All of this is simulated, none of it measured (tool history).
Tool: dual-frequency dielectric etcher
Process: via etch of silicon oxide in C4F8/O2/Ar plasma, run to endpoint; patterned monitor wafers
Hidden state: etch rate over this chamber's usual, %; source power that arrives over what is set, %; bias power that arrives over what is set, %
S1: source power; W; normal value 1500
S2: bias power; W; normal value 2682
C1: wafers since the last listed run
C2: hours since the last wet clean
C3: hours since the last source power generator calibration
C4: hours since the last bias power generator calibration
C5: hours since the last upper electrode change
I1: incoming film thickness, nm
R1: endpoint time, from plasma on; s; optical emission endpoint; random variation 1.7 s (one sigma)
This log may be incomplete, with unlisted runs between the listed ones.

| run | day | S1 | S2 | C1 | C2 | C3 | C4 | C5 | I1 | R1 |
|---|---|---|---|---|---|---|---|---|---|---|
| 1 | 0.000 | 1500 | 2220 | 0 | 269.0 | 1202.5 | 2286.3 | 3222.0 | 1322.8 | 281.8 |
| 2 | 2.517 | 1500 | 2220 | 413 | 329.4 | 1262.9 | 2346.7 | 3282.4 | 1317.1 | 283.5 |
| 3 | 3.525 | 1500 | 2220 | 165 | 353.6 | 1287.1 | 2370.9 | 3306.6 | 1313.4 | 283.6 |
| 4 | 5.508 | 1500 | 2682 | 325 | 401.2 | 1334.7 | 2418.5 | 3354.2 | 1303.9 | 258.4 |
| 5 | 6.804 | 1500 | 2224 | 212 | 432.3 | 1365.8 | 2449.6 | 3385.3 | 1306.8 | 277.5 |
| 6 | 8.421 | 1500 | 2306 | 265 | 471.1 | 1404.6 | 2488.4 | 3424.1 | 1308.3 | 277.6 |
|  | 11.758 | wet clean of the chamber |
| 7 | 11.779 | 1500 | 2306 | 387 | 0.5 | 1485.2 | 2569.0 | 3504.7 | 1311.1 | 269.9 |
| 8 | 12.829 | 1500 | 2306 | 172 | 25.7 | 1510.4 | 2594.2 | 3529.9 | 1316.3 | 272.9 |
| 9 | 17.404 | 1500 | 2682 | 751 | 135.5 | 1620.2 | 2704.0 | 3639.7 | 1313.3 | 255.7 |
| 10 | 19.283 | 1420 | 2682 | 308 | 180.6 | 1665.3 | 2749.1 | 3684.8 | 1307.4 | 264.3 |
| 11 | 21.238 | 1420 | 2682 | 321 | 227.5 | 1712.2 | 2796.0 | 3731.7 | 1304.8 | 262.8 |
| 12 | 24.138 | 1420 | 2682 | 476 | 297.1 | 1781.8 | 2865.6 | 3801.3 | 1317.0 | 269.0 |
| 13 | 25.892 | 1500 | 2281 | 288 | 339.2 | 1823.9 | 2907.7 | 3843.4 | 1314.8 | 279.2 |
|  | 27.821 | bias power generator calibrated |
| 14 | 27.842 | 1500 | 2682 | 293 | 386.0 | 1870.7 | 0.5 | 3890.2 | 1311.3 | 262.8 |
|  | 28.846 | upper electrode replaced |
| 15 | 30.638 | 1200 | 2682 | 295 | 453.1 | 1937.8 | 67.6 | 43.0 | 1306.9 | 279.1 |
|  | 31.821 | source power generator calibrated |
| 16 | 32.192 | 1380 | 2120 | 228 | 490.4 | 8.9 | 104.9 | 80.3 | 1311.3 | 299.0 |
| 17 | 33.725 | 1500 | 2076 | 251 | 527.2 | 45.7 | 141.7 | 117.1 | 1305.2 | 290.0 |
|  | 36.104 | wet clean of the chamber |
| 18 | 39.617 | 1500 | 2682 | 803 | 84.3 | 187.1 | 283.1 | 258.5 | 1314.0 | 252.9 |
| 19 | 40.812 | 1370 | 2038 | 196 | 113.0 | 215.8 | 311.8 | 287.2 | 1311.9 | 295.0 |
| 20 | 43.058 | 1500 | 2682 | 369 | 166.9 | 269.7 | 365.7 | 341.1 | 1308.3 | 258.0 |
| 21 | 45.654 | 1500 | 2682 | 426 | 229.2 | 332.0 | 428.0 | 403.4 | 1320.8 | 258.1 |
| 22 | 47.804 | 1290 | 2138 | 353 | 280.8 | 383.6 | 479.6 | 455.0 | 1311.4 | 300.9 |
| 23 | 50.262 | 1860 | 3261 | 403 | 339.8 | 442.6 | 538.6 | 514.0 | 1308.8 | 223.2 |
| 24 | 53.142 | 1500 | 3067 | 473 | 408.9 | 511.7 | 607.7 | 583.1 | 1313.8 | 247.3 |

Take each entry between the runs: how does the hidden state at the last listed run before it differ from the hidden state at the first listed run after it?
Logged between run 6 and run 7: wet clean of the chamber (day 11.758)
  etch rate over this chamber's usual, %: -3.07 -> -0.419
  measured less the result without the state, R1: +8.5 -> +1.1 s
Logged between run 13 and run 14: bias power generator calibrated (day 27.821)
  etch rate over this chamber's usual, %: -2.66 -> -2.98
  measured less the result without the state, R1: +7.5 -> +7.8 s
Logged between run 14 and run 15: upper electrode replaced (day 28.846)
  etch rate over this chamber's usual, %: -2.98 -> -3.42
  measured less the result without the state, R1: +7.8 -> +9.5 s
Logged between run 15 and run 16: source power generator calibrated (day 31.821)
  etch rate over this chamber's usual, %: -3.42 -> -3.67
  measured less the result without the state, R1: +9.5 -> +11.0 s
Logged between run 17 and run 18: wet clean of the chamber (day 36.104)
  etch rate over this chamber's usual, %: -3.91 -> -1.01
  measured less the result without the state, R1: +11.3 -> +2.5 s

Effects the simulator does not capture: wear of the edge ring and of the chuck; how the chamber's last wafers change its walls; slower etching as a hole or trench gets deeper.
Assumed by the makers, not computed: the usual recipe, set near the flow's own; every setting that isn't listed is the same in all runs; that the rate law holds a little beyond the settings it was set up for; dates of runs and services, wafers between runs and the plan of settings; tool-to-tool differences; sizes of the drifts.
